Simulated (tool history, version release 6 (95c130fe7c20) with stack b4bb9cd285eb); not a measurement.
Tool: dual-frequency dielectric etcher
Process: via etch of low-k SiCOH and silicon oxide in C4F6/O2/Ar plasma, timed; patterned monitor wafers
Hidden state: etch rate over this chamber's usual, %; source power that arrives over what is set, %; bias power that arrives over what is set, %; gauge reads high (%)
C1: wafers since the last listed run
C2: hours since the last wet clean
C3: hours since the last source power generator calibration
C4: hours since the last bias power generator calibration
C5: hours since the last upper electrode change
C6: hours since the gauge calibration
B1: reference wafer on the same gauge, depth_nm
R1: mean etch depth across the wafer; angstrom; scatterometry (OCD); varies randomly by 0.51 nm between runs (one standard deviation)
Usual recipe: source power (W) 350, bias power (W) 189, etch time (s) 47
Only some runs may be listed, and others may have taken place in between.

Run 1, hour 0: usual settings; C1 0; C2 232.6; C3 3823.4; C4 3189.2; C5 2376.9; C6 263.5; B1 107. Result: R1 1005 angstrom.
At hour 73.6: wet clean of the chamber.
Run 2, hour 74.1: usual settings; C1 545; C2 0.5; C3 3897.5; C4 3263.3; C5 2451; C6 337.6; B1 107.1. Result: R1 1031 angstrom.
Run 3, hour 131.7: usual settings; C1 627; C2 58.1; C3 3955.1; C4 3320.9; C5 2508.6; C6 395.2; B1 107.1. Result: R1 1027 angstrom.
Run 4, hour 174.7: usual settings; C1 468; C2 101.1; C3 3998.1; C4 3363.9; C5 2551.6; C6 438.2; B1 107. Result: R1 1028 angstrom.
Run 5, hour 229: usual settings; C1 591; C2 155.4; C3 4052.4; C4 3418.2; C5 2605.9; C6 492.5; B1 107. Result: R1 1019 angstrom.
Run 6, hour 268.9: usual settings; C1 434; C2 195.3; C3 4092.3; C4 3458.1; C5 2645.8; C6 532.4; B1 107. Result: R1 1013 angstrom.
Run 7, hour 318.5: usual settings; C1 540; C2 244.9; C3 4141.9; C4 3507.7; C5 2695.4; C6 582; B1 107.1. Result: R1 1005 angstrom.
Run 8, hour 354.3: usual settings; C1 389; C2 280.7; C3 4177.7; C4 3543.5; C5 2731.2; C6 617.8; B1 106.9. Result: R1 1004 angstrom.
At hour 378.3: wet clean of the chamber.
Run 9, hour 420: usual settings; C1 454; C2 41.7; C3 4243.4; C4 3609.2; C5 2796.9; C6 683.5; B1 107. Result: R1 1078 angstrom.
Run 10, hour 480.2: usual settings; C1 655; C2 101.9; C3 4303.6; C4 3669.4; C5 2857.1; C6 743.7; B1 107. Result: R1 1064 angstrom.
Run 11, hour 535.6: usual settings but bias power (W) 209; C1 603; C2 157.3; C3 4359; C4 3724.8; C5 2912.5; C6 799.1; B1 107.1. Result: R1 1098 angstrom.
Run 12, hour 592.5: usual settings but source power (W) 410, etch time (s) 52.5; C1 619; C2 214.2; C3 4415.9; C4 3781.7; C5 2969.4; C6 856; B1 106.9. Result: R1 1282 angstrom.
Run 13, hour 652.7: usual settings but bias power (W) 205; C1 655; C2 274.4; C3 4476.1; C4 3841.9; C5 3029.6; C6 916.2; B1 107. Result: R1 1089 angstrom.
At hour 683.2: wet clean of the chamber, repeated, since the last time left the tool worse.
Run 14, hour 700.6: usual settings; C1 260; C2 17.4; C3 4524; C4 3889.8; C5 3077.5; C6 964.1; B1 107.1. Result: R1 1028 angstrom.
Run 15, hour 763.4: usual settings; C1 684; C2 80.2; C3 4586.8; C4 3952.6; C5 3140.3; C6 1026.9; B1 107. Result: R1 1030 angstrom.
Run 16, hour 820.2: usual settings but source power (W) 400, bias power (W) 146, etch time (s) 51.5; C1 618; C2 137; C3 4643.6; C4 4009.4; C5 3197.1; C6 1083.7; B1 107. Result: R1 1101 angstrom.
Run 17, hour 876.3: usual settings but source power (W) 310, bias power (W) 169, etch time (s) 40.5; C1 611; C2 193.1; C3 4699.7; C4 4065.5; C5 3253.2; C6 1139.8; B1 107. Result: R1 800 angstrom.
Run 18, hour 913.3: usual settings but etch time (s) 53; C1 403; C2 230.1; C3 4736.7; C4 4102.5; C5 3290.2; C6 1176.8; B1 106.9. Result: R1 1142 angstrom.
Run 19, hour 969.7: usual settings but source power (W) 320, bias power (W) 223, etch time (s) 53.5; C1 614; C2 286.5; C3 4793.1; C4 4158.9; C5 3346.6; C6 1233.2; B1 107. Result: R1 1173 angstrom.
At hour 1025: upper electrode replaced.
Run 20, hour 1025.5: usual settings but bias power (W) 205, etch time (s) 54; C1 346; C2 342.3; C3 4848.9; C4 4214.7; C5 0.5; C6 1289; B1 107. Result: R1 1184 angstrom.
At hour 1075: gauge calibrated.
At hour 1082.8: wet clean of the chamber.
Run 21, hour 1083.3: usual settings but source power (W) 290, etch time (s) 36; C1 368; C2 0.5; C3 4906.7; C4 4272.5; C5 58.3; C6 8.3; B1 106.9. Result: R1 715 angstrom.
At hour 1228.5: bias power generator calibrated.
At hour 1258.3: source power generator calibrated.
Run 22, hour 1262: usual settings but etch time (s) 37.5; C1 1859; C2 179.2; C3 3.7; C4 33.5; C5 237; C6 187; B1 107. Result: R1 811 angstrom.
Run 23, hour 1323.1: usual settings; C1 665; C2 240.3; C3 64.8; C4 94.6; C5 298.1; C6 248.1; B1 107. Result: R1 1010 angstrom.
Run 24, hour 1360.5: usual settings but bias power (W) 231; C1 407; C2 277.7; C3 102.2; C4 132; C5 335.5; C6 285.5; B1 107. Result: R1 1080 angstrom.
At hour 1402.9: wet clean of the chamber.
Run 25, hour 1575.4: usual settings but source power (W) 290, bias power (W) 236; C1 2079; C2 172.5; C3 317.1; C4 346.9; C5 550.4; C6 500.4; B1 107.1. Result: R1 1009 angstrom.
Run 26, hour 1637: usual settings but source power (W) 310; C1 671; C2 234.1; C3 378.7; C4 408.5; C5 612; C6 562; B1 107. Result: R1 954 angstrom.
Run 27, hour 1665.1: usual settings but source power (W) 290, bias power (W) 218, etch time (s) 58.5; C1 306; C2 262.2; C3 406.8; C4 436.6; C5 640.1; C6 590.1; B1 107. Result: R1 1199 angstrom.

Hidden state or all else? Some run-to-run changes of R1, split into what the settings, what came in and random variation would give without the hidden state, and what is left for the hidden state (with any gauge scatter that isn't in both results):
Run 8 -> 9: wet clean of the chamber. R1 +74 angstrom: hidden state +63, all else +11.
Run 17 -> 18: source power (W) 310 -> 350, bias power (W) 169 -> 189, etch time (s) 40.5 -> 53. R1 +342 angstrom: hidden state -7, all else +349.
Run 20 -> 21: source power (W) 350 -> 290, bias power (W) 205 -> 189, etch time (s) 54 -> 36, gauge calibrated, wet clean of the chamber. R1 -469 angstrom: hidden state +29, all else -498.

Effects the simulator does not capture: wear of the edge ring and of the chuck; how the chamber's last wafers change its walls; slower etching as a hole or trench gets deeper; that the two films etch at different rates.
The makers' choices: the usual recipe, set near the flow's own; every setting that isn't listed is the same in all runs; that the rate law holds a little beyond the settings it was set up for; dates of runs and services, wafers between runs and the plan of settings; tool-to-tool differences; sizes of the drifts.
